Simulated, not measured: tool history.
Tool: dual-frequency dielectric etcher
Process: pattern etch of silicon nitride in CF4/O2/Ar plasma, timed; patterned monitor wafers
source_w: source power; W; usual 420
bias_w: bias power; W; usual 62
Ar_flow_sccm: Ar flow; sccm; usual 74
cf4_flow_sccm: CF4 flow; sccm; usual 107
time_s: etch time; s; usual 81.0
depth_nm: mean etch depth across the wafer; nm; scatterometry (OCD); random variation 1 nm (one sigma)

run	hour	source_w	bias_w	Ar_flow_sccm	cf4_flow_sccm	time_s	wafers since the last listed run	hours since the last wet clean	hours since the last source power generator calibration	hours since the last bias power generator calibration	hours since the last Ar flow controller change	hours since the last CF4 flow controller change	hours since the last upper electrode change	hours since the gauge calibration	read-back reference wafer on the same gauge, depth_nm	depth_nm
1	0.0	420	62	74	107	81.0	0	371.3	3644.9	3112.0	4018.0	2190.2	3066.2	286.9	171.5	151.2
2	45.6	420	62	74	107	81.0	519	416.9	3690.5	3157.6	4063.6	2235.8	3111.8	332.5	170.7	149.6
# hour 117.9: wet clean of the chamber
3	118.4	420	62	74	107	81.0	556	0.5	3763.3	3230.4	4136.4	2308.6	3184.6	405.3	170.1	150.4
4	154.5	420	62	74	107	81.0	411	36.6	3799.4	3266.5	4172.5	2344.7	3220.7	441.4	169.7	149.0
5	216.2	420	62	74	107	81.0	703	98.3	3861.1	3328.2	4234.2	2406.4	3282.4	503.1	169.7	151.1
# hour 294.5: Ar flow controller replaced
6	308.4	420	62	74	107	81.0	982	190.5	3953.3	3420.4	13.9	2498.6	3374.6	595.3	169.7	147.7
7	338.6	420	62	74	107	81.0	344	220.7	3983.5	3450.6	44.1	2528.8	3404.8	625.5	169.4	149.0
8	381.6	420	62	74	107	81.0	489	263.7	4026.5	3493.6	87.1	2571.8	3447.8	668.5	168.8	149.1
9	419.9	420	62	74	107	81.0	436	302.0	4064.8	3531.9	125.4	2610.1	3486.1	706.8	168.8	146.6
10	454.0	420	62	74	107	81.0	388	336.1	4098.9	3566.0	159.5	2644.2	3520.2	740.9	168.5	148.2
# hour 485.4: source power generator calibrated
11	511.2	460	62	74	119	88.5	606	393.3	25.8	3623.2	216.7	2701.4	3577.4	798.1	168.1	177.5
12	555.3	490	62	74	107	99.5	502	437.4	69.9	3667.3	260.8	2745.5	3621.5	842.2	168.7	209.8
# hour 578.8: CF4 flow controller replaced
13	591.4	420	62	74	86	81.0	342	473.5	106.0	3703.4	296.9	12.6	3657.6	878.3	168.8	142.2
14	636.8	420	62	74	107	81.0	517	518.9	151.4	3748.8	342.3	58.0	3703.0	923.7	168.5	148.2
# hour 661.6: upper electrode replaced
# hour 696.2: gauge calibrated
# hour 729.7: bias power generator calibrated
# hour 731.1: wet clean of the chamber
15	743.6	370	72	74	107	81.0	882	12.5	258.2	13.9	449.1	164.8	82.0	47.4	176.6	144.1
16	806.8	470	54	67	133	81.0	720	75.7	321.4	77.1	512.3	228.0	145.2	110.6	174.9	164.3
17	834.1	420	62	74	123	81.0	311	103.0	348.7	104.4	539.6	255.3	172.5	137.9	173.9	156.5
18	875.9	330	66	74	122	100.0	476	144.8	390.5	146.2	581.4	297.1	214.3	179.7	174.5	154.6
19	924.2	420	62	74	107	81.0	550	193.1	438.8	194.5	629.7	345.4	262.6	228.0	173.2	152.1
20	1005.6	420	62	60	107	62.5	927	274.5	520.2	275.9	711.1	426.8	344.0	309.4	172.3	119.6
21	1047.1	420	62	74	107	81.0	472	316.0	561.7	317.4	752.6	468.3	385.5	350.9	171.8	151.0
22	1103.5	350	62	74	85	81.0	642	372.4	618.1	373.8	809.0	524.7	441.9	407.3	171.3	121.8

Forecast each of these 3 alternatives for the next run:
A	1103.9	420	62	74	107	104.0	4	372.8	618.5	374.2	809.4	525.1	442.3	407.7	?	?
B	1103.9	510	66	69	107	81.0	4	372.8	618.5	374.2	809.4	525.1	442.3	407.7	?	?
C	1103.9	420	62	56	96	102.5	4	372.8	618.5	374.2	809.4	525.1	442.3	407.7	?	?

run	read-back reference wafer on the same gauge, depth_nm	depth_nm
A	171.2	193.4
B	171.2	187.8
C	171.2	193.4
Without the tool's hidden state the same runs would have given:
run	depth_nm
A	198.6
B	192.8
C	198.6
